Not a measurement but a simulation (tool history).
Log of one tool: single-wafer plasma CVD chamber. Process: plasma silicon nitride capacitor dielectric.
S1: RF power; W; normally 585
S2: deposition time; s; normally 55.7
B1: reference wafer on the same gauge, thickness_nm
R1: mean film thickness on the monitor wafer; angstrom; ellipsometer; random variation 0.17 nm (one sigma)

run 1 hour=0.0 | S1=585 S2=55.7 | B1=97.595 | R1=851.93
run 2 hour=52.7 | S1=585 S2=55.7 | B1=97.615 | R1=852.84
run 3 hour=109.8 | S1=585 S2=62.5 | B1=97.741 | R1=955.57
run 4 hour=149.5 | S1=585 S2=62.5 | B1=97.649 | R1=957.03
run 5 hour=180.7 | S1=585 S2=62.5 | B1=97.655 | R1=955.20
run 6 hour=215.4 | S1=585 S2=55.7 | B1=97.612 | R1=850.36
run 7 hour=250.0 | S1=585 S2=55.7 | B1=97.693 | R1=847.62
-- hour=311.9 gauge calibrated
run 8 hour=315.0 | S1=585 S2=55.7 | B1=97.818 | R1=849.41
run 9 hour=353.0 | S1=500 S2=55.7 | B1=97.662 | R1=807.99
run 10 hour=415.6 | S1=500 S2=55.7 | B1=97.620 | R1=811.19
run 11 hour=452.0 | S1=520 S2=55.7 | B1=97.718 | R1=817.75
-- hour=477.1 showerhead replaced
-- hour=500.6 RF generator calibrated
run 12 hour=521.4 | S1=585 S2=55.7 | B1=97.590 | R1=866.46
run 13 hour=579.7 | S1=500 S2=59.0 | B1=97.617 | R1=877.63
run 14 hour=619.0 | S1=585 S2=55.7 | B1=97.699 | R1=862.33
run 15 hour=643.0 | S1=500 S2=59.0 | B1=97.672 | R1=875.72
run 16 hour=700.6 | S1=525 S2=52.8 | B1=97.761 | R1=796.75
run 17 hour=769.2 | S1=585 S2=55.7 | B1=97.661 | R1=864.76
run 18 hour=797.0 | S1=670 S2=51.3 | B1=97.685 | R1=829.59
run 19 hour=832.7 | S1=470 S2=59.8 | B1=97.757 | R1=872.89
run 20 hour=890.7 | S1=585 S2=65.6 | B1=97.666 | R1=1016.28
run 21 hour=955.3 | S1=470 S2=51.8 | B1=97.664 | R1=754.80
run 22 hour=1010.5 | S1=540 S2=51.2 | B1=97.619 | R1=777.50

5 ways to go on from here, each from the tool as it stands after run 22. What would each give?
run A hour=1010.9 | S1=585 S2=55.7 | B1=? | R1=?
run B hour=1010.9 | S1=650 S2=65.3 | B1=? | R1=?
run C hour=1010.9 | S1=480 S2=49.0 | B1=? | R1=?
run D hour=1010.9 | S1=490 S2=60.7 | B1=? | R1=?
run E hour=1010.9 | S1=545 S2=60.7 | B1=? | R1=?

run=A B1=97.739 R1=865.04
run=B B1=97.739 R1=1045.15
run=C B1=97.739 R1=719.44
run=D B1=97.739 R1=896.43
run=E B1=97.739 R1=923.87
With no hidden state in the tool, these same runs would have given:
run=A R1=869.46
run=B R1=1050.49
run=C R1=723.12
run=D R1=901.02
run=E R1=928.59
